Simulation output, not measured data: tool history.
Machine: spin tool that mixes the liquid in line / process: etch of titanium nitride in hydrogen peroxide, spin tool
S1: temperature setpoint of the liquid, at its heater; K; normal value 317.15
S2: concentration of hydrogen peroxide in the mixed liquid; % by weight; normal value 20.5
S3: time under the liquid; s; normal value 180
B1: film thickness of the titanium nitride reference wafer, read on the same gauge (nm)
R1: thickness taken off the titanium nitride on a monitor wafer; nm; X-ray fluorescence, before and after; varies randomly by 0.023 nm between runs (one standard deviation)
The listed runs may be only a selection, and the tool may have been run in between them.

run,hour,S1,S2,S3,B1,R1
1,0,317.15,20.5,180,139.998,3.126
2,26.3,317.15,20.5,180,140.015,3.087
3,36.7,317.15,20.5,180,139.999,3.101
4,86.2,317.15,16,265,140.015,4.377
5,94.9,317.15,16,265,139.997,4.367
6,112.2,317.15,16,265,139.971,4.436
# hour 113.3: peroxide flow meter replaced
# hour 116.2: new drum of peroxide connected
7,121.6,317.15,17.5,180,139.993,3.074
8,133.7,317.15,23,180,140.022,3.254
9,142.1,321.65,20.5,80,140.026,1.95
10,155.9,317.15,20.5,125,139.995,2.203
# hour 161.6: heated supply line repaired
11,163.2,323.15,20.5,180,140.023,5.001
12,171.2,321.65,20.5,80,139.978,1.992
13,188.6,317.15,20.5,180,140,3.199
# hour 192.9: gauge calibrated
14,195.3,317.15,20.5,180,139.992,3.211
# hour 203.3: thermometer replaced
15,208.5,310.15,25,145,140.002,1.384
16,229.4,327.15,15,285,139.995,8.622
17,239.7,317.15,20.5,180,139.981,2.8
18,246.3,317.15,20.5,180,140.006,2.854
19,261,320.15,15,150,139.994,2.775
20,268,309.15,20.5,135,139.987,1.159
21,282.4,312.15,20.5,180,140.024,1.97
22,289.1,310.15,26.5,115,140.001,1.135
23,296.1,317.15,22,180,139.969,2.899
24,311.7,320.15,20.5,180,140.011,3.615
25,327.8,317.15,20.5,180,139.987,2.888

Consider 4 possible next runs. They are alternatives, not a sequence: every one starts from the tool as it was left by run 25. What does each give?
A,328.3,317.15,20.5,180,?,?
B,328.3,308.15,25,180,?,?
C,328.3,309.65,15,245,?,?
D,328.3,310.15,20.5,180,?,?

run,B1,R1
A,139.998,2.864
B,139.998,1.497
C,139.998,2.055
D,139.998,1.678
The same runs, with their run-to-run variation unchanged, on a tool lacking any hidden condition would have given:
run,R1
A,2.732
B,1.424
C,1.956
D,1.597
